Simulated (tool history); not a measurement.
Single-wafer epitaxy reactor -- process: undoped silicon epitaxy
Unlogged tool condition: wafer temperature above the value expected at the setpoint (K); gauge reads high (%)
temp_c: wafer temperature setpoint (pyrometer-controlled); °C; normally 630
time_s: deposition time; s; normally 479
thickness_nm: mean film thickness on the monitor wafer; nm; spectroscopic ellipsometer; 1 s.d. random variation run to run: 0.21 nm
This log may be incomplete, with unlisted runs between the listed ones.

run    hour  temp_c  time_s  wafers since the last listed run  hours since the last pyrometer calibration  hours since the gauge calibration  read-back reference wafer on the same gauge, thickness_nm  thickness_nm
  1     0.0     620     499                                 0                                      1182.8                              615.1                                                     62.765        47.418
  2    63.7     620     499                               189                                      1246.5                              678.8                                                     62.843        47.157
  3    88.2     630     499                                72                                      1271.0                              703.3                                                     62.859        57.886
  4   159.5     630     479                               212                                      1342.3                              774.6                                                     62.791        55.804
  5   223.5     630     479                               190                                      1406.3                              838.6                                                     62.733        55.202
  6   271.3     630     479                               142                                      1454.1                              886.4                                                     62.823        55.551
  7   303.1     630     539                                94                                      1485.9                              918.2                                                     62.800        62.517
  8   333.8     630     479                                91                                      1516.6                              948.9                                                     62.786        55.852
  9   397.3     630     479                               189                                      1580.1                             1012.4                                                     62.797        55.975
 10   452.8     638     479                               165                                      1635.6                             1067.9                                                     62.798        65.336
 11   477.1     638     479                                72                                      1659.9                             1092.2                                                     62.792        65.386
 12   538.9     630     479                               184                                      1721.7                             1154.0                                                     62.860        55.819
 13   590.3     630     479                               153                                      1773.1                             1205.4                                                     62.891        56.073
      659.2  -- gauge calibrated
 14   802.7     630     479                               632                                      1985.5                              143.5                                                     62.712        55.871
 15   868.5     630     479                               196                                      2051.3                              209.3                                                     62.777        55.878
 16   928.2     630     444                               177                                      2111.0                              269.0                                                     62.847        52.278
 17   972.9     630     410                               133                                      2155.7                              313.7                                                     62.708        47.687
     1017.2  -- pyrometer calibrated
 18  1035.5     622     479                               162                                        18.3                              376.3                                                     62.867        45.830

What does the tool deliver on the next run?
 19  1063.9     644     418                                84                                        46.7                              404.7                                                          ?             ?

read-back reference wafer on the same gauge, thickness_nm: 62.818
thickness_nm: 61.959 nm
On a tool with no hidden condition, and with the same random variation, this run would have come out at thickness_nm 62.108 nm.
